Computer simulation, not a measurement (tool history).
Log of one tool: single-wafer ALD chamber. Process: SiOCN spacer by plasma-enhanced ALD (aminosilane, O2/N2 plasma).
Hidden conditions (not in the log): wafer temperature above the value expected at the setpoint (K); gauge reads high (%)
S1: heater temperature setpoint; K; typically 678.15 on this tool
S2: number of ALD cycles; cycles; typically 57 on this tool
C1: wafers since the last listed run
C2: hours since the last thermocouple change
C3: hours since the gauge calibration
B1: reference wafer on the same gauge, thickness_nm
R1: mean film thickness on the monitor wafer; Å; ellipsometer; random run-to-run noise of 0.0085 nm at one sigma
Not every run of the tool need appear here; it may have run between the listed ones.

{"run": 1, "hour": 0.0, "S1": 675.15, "S2": 57, "C1": 0, "C2": 2209.4, "C3": 376.3, "B1": 2.932, "R1": 34.3}
{"run": 2, "hour": 48.1, "S1": 678.15, "S2": 57, "C1": 131, "C2": 2257.5, "C3": 424.4, "B1": 2.927, "R1": 33.83}
{"run": 3, "hour": 82.2, "S1": 672.15, "S2": 57, "C1": 93, "C2": 2291.6, "C3": 458.5, "B1": 2.927, "R1": 34.42}
{"run": 4, "hour": 107.2, "S1": 672.15, "S2": 57, "C1": 68, "C2": 2316.6, "C3": 483.5, "B1": 2.923, "R1": 34.29}
{"run": 5, "hour": 160.7, "S1": 671.15, "S2": 57, "C1": 146, "C2": 2370.1, "C3": 537, "B1": 2.915, "R1": 34.46}
{"run": 6, "hour": 210.9, "S1": 671.15, "S2": 57, "C1": 137, "C2": 2420.3, "C3": 587.2, "B1": 2.918, "R1": 34.42}
{"run": 7, "hour": 260.4, "S1": 678.15, "S2": 57, "C1": 135, "C2": 2469.8, "C3": 636.7, "B1": 2.909, "R1": 33.83}
{"run": 8, "hour": 290.9, "S1": 678.15, "S2": 50, "C1": 83, "C2": 2500.3, "C3": 667.2, "B1": 2.91, "R1": 29.67}
{"hour": 360.5, "done": "thermocouple changed; heater temperature recalibrated"}
{"run": 9, "hour": 362.7, "S1": 678.15, "S2": 57, "C1": 174, "C2": 2.2, "C3": 739, "B1": 2.909, "R1": 33.71}
{"run": 10, "hour": 418.1, "S1": 678.15, "S2": 57, "C1": 151, "C2": 57.6, "C3": 794.4, "B1": 2.904, "R1": 33.63}
{"run": 11, "hour": 452.8, "S1": 678.15, "S2": 60, "C1": 94, "C2": 92.3, "C3": 829.1, "B1": 2.9, "R1": 35.45}
{"run": 12, "hour": 518.3, "S1": 678.15, "S2": 60, "C1": 179, "C2": 157.8, "C3": 894.6, "B1": 2.899, "R1": 35.48}
{"run": 13, "hour": 581.4, "S1": 678.15, "S2": 57, "C1": 172, "C2": 220.9, "C3": 957.7, "B1": 2.89, "R1": 33.55}
{"run": 14, "hour": 617.3, "S1": 678.15, "S2": 57, "C1": 98, "C2": 256.8, "C3": 993.6, "B1": 2.89, "R1": 33.5}
{"run": 15, "hour": 677.3, "S1": 678.15, "S2": 57, "C1": 164, "C2": 316.8, "C3": 1053.6, "B1": 2.89, "R1": 33.44}
{"run": 16, "hour": 733.8, "S1": 686.15, "S2": 51, "C1": 154, "C2": 373.3, "C3": 1110.1, "B1": 2.884, "R1": 29.18}
{"run": 17, "hour": 758.2, "S1": 666.15, "S2": 50, "C1": 66, "C2": 397.7, "C3": 1134.5, "B1": 2.881, "R1": 29.79}
{"run": 18, "hour": 816.8, "S1": 668.15, "S2": 52, "C1": 160, "C2": 456.3, "C3": 1193.1, "B1": 2.881, "R1": 30.72}
{"hour": 836.7, "done": "gauge calibrated"}
{"run": 19, "hour": 878.0, "S1": 678.15, "S2": 54, "C1": 167, "C2": 517.5, "C3": 41.3, "B1": 2.944, "R1": 32.37}
{"run": 20, "hour": 906.9, "S1": 670.15, "S2": 67, "C1": 78, "C2": 546.4, "C3": 70.2, "B1": 2.942, "R1": 40.69}
{"run": 21, "hour": 963.1, "S1": 678.15, "S2": 57, "C1": 153, "C2": 602.6, "C3": 126.4, "B1": 2.935, "R1": 33.98}
{"run": 22, "hour": 999.3, "S1": 664.15, "S2": 68, "C1": 98, "C2": 638.8, "C3": 162.6, "B1": 2.936, "R1": 41.09}
{"run": 23, "hour": 1054.4, "S1": 678.15, "S2": 62, "C1": 150, "C2": 693.9, "C3": 217.7, "B1": 2.932, "R1": 37.03}
{"run": 24, "hour": 1109.8, "S1": 688.15, "S2": 47, "C1": 151, "C2": 749.3, "C3": 273.1, "B1": 2.928, "R1": 27.13}
{"run": 25, "hour": 1144.3, "S1": 678.15, "S2": 62, "C1": 94, "C2": 783.8, "C3": 307.6, "B1": 2.928, "R1": 36.81}

A few steps of R1 between consecutive runs. Split each: what settings, incoming material and random variation would produce without the hidden state, and what is left over for the hidden state, along with gauge scatter present in only one of the two compared results (measured, and without hidden state):
Run 18 -> 19: S1 668.15 -> 678.15, S2 52 -> 54, gauge calibrated. R1 +1.65 Å: hidden state +0.7, all else +0.95.
Run 23 -> 24: S1 678.15 -> 688.15, S2 62 -> 47. R1 -9.9 Å: hidden state +0.03, all else -9.93.
Run 24 -> 25: S1 688.15 -> 678.15, S2 47 -> 62. R1 +9.68 Å: hidden state -0.11, all else +9.79.

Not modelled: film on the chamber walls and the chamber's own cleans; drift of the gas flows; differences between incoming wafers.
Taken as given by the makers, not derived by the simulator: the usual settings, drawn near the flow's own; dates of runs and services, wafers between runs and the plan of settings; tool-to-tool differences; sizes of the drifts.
